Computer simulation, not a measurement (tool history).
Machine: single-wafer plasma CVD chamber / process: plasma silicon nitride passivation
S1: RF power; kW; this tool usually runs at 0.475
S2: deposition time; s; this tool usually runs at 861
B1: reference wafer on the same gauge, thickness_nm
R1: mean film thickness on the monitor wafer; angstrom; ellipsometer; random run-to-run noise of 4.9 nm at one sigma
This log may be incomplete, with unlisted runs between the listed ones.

{"run": 1, "hour": 0.0, "S1": 0.475, "S2": 724, "B1": 1210.743, "R1": 10442.18}
{"run": 2, "hour": 74.3, "S1": 0.4, "S2": 861, "B1": 1208.872, "R1": 11886.71}
{"run": 3, "hour": 182.2, "S1": 0.545, "S2": 928, "B1": 1210.885, "R1": 13730.02}
{"run": 4, "hour": 260.5, "S1": 0.545, "S2": 928, "B1": 1210.372, "R1": 13702.91}
{"run": 5, "hour": 308.2, "S1": 0.545, "S2": 928, "B1": 1209.418, "R1": 13700.07}
{"run": 6, "hour": 389.7, "S1": 0.535, "S2": 930, "B1": 1207.739, "R1": 13627.19}
{"run": 7, "hour": 448.6, "S1": 0.535, "S2": 930, "B1": 1211.364, "R1": 13558.07}
{"run": 8, "hour": 519.7, "S1": 0.535, "S2": 930, "B1": 1209.192, "R1": 13543.54}
{"run": 9, "hour": 589.3, "S1": 0.43, "S2": 861, "B1": 1211.336, "R1": 11841.38}
{"run": 10, "hour": 668.3, "S1": 0.43, "S2": 861, "B1": 1209.75, "R1": 11899.33}
{"run": 11, "hour": 718.9, "S1": 0.475, "S2": 861, "B1": 1208.982, "R1": 12113.72}
{"run": 12, "hour": 768.9, "S1": 0.475, "S2": 861, "B1": 1210.805, "R1": 12189.38}
{"run": 13, "hour": 809.4, "S1": 0.475, "S2": 861, "B1": 1210.853, "R1": 12206.95}
{"run": 14, "hour": 872.7, "S1": 0.475, "S2": 788, "B1": 1209.918, "R1": 11188.89}
{"hour": 941.5, "done": "RF generator calibrated"}
{"run": 15, "hour": 979.5, "S1": 0.475, "S2": 788, "B1": 1208.543, "R1": 11395.23}
{"run": 16, "hour": 1059.2, "S1": 0.475, "S2": 788, "B1": 1209.653, "R1": 11240.75}
{"run": 17, "hour": 1148.1, "S1": 0.475, "S2": 861, "B1": 1212.28, "R1": 12332.4}
{"run": 18, "hour": 1244.9, "S1": 0.475, "S2": 861, "B1": 1207.216, "R1": 12311.63}
{"run": 19, "hour": 1352.7, "S1": 0.475, "S2": 861, "B1": 1208.76, "R1": 12273.77}
{"run": 20, "hour": 1441.2, "S1": 0.435, "S2": 861, "B1": 1210.653, "R1": 11982.07}
{"run": 21, "hour": 1482.9, "S1": 0.545, "S2": 731, "B1": 1208.984, "R1": 10770.28}
{"run": 22, "hour": 1560.7, "S1": 0.475, "S2": 861, "B1": 1211.857, "R1": 12256.49}
{"run": 23, "hour": 1658.3, "S1": 0.525, "S2": 926, "B1": 1209.877, "R1": 13549.15}
{"run": 24, "hour": 1705.7, "S1": 0.405, "S2": 950, "B1": 1209.975, "R1": 12979.37}
{"run": 25, "hour": 1770.5, "S1": 0.475, "S2": 982, "B1": 1212.219, "R1": 14014.85}
{"hour": 1799.6, "done": "gauge calibrated"}
{"run": 26, "hour": 1817.4, "S1": 0.475, "S2": 861, "B1": 1208.188, "R1": 12299.04}
{"run": 27, "hour": 1868.8, "S1": 0.475, "S2": 861, "B1": 1210.156, "R1": 12167.82}
{"hour": 1925.3, "done": "RF generator calibrated"}
{"run": 28, "hour": 1967.5, "S1": 0.41, "S2": 735, "B1": 1210.441, "R1": 10133.23}
{"run": 29, "hour": 2070.7, "S1": 0.405, "S2": 861, "B1": 1209.028, "R1": 11831.23}
{"run": 30, "hour": 2163.4, "S1": 0.51, "S2": 805, "B1": 1209.853, "R1": 11679.99}
{"hour": 2218.6, "done": "showerhead replaced"}
{"run": 31, "hour": 2296.6, "S1": 0.555, "S2": 802, "B1": 1210.368, "R1": 11774.06}
{"run": 32, "hour": 2347.0, "S1": 0.475, "S2": 936, "B1": 1210.456, "R1": 13206.93}
{"run": 33, "hour": 2449.4, "S1": 0.475, "S2": 861, "B1": 1210.178, "R1": 12176.98}
{"run": 34, "hour": 2525.9, "S1": 0.475, "S2": 861, "B1": 1211.388, "R1": 12109.07}
{"run": 35, "hour": 2591.2, "S1": 0.475, "S2": 861, "B1": 1209.528, "R1": 12166.09}
{"run": 36, "hour": 2668.5, "S1": 0.425, "S2": 1017, "B1": 1210.129, "R1": 13965.74}
{"run": 37, "hour": 2759.6, "S1": 0.475, "S2": 795, "B1": 1212.996, "R1": 11177.79}
{"run": 38, "hour": 2808.2, "S1": 0.475, "S2": 861, "B1": 1211.652, "R1": 12099.36}

What if the next run were any one of these 3? Each begins from the tool's condition after run 38:
{"run": "A", "hour": 2808.8, "S1": 0.56, "S2": 861, "B1": "?", "R1": "?"}
{"run": "B", "hour": 2808.8, "S1": 0.44, "S2": 1003, "B1": "?", "R1": "?"}
{"run": "C", "hour": 2808.8, "S1": 0.445, "S2": 778, "B1": "?", "R1": "?"}

run=A B1=1208.268 R1=12619.27
run=B B1=1208.268 R1=13878.14
run=C B1=1208.268 R1=10793.28
What these runs would have given with no unlogged condition in the tool:
run=A R1=12934.47
run=B R1=14224.79
run=C R1=11062.87

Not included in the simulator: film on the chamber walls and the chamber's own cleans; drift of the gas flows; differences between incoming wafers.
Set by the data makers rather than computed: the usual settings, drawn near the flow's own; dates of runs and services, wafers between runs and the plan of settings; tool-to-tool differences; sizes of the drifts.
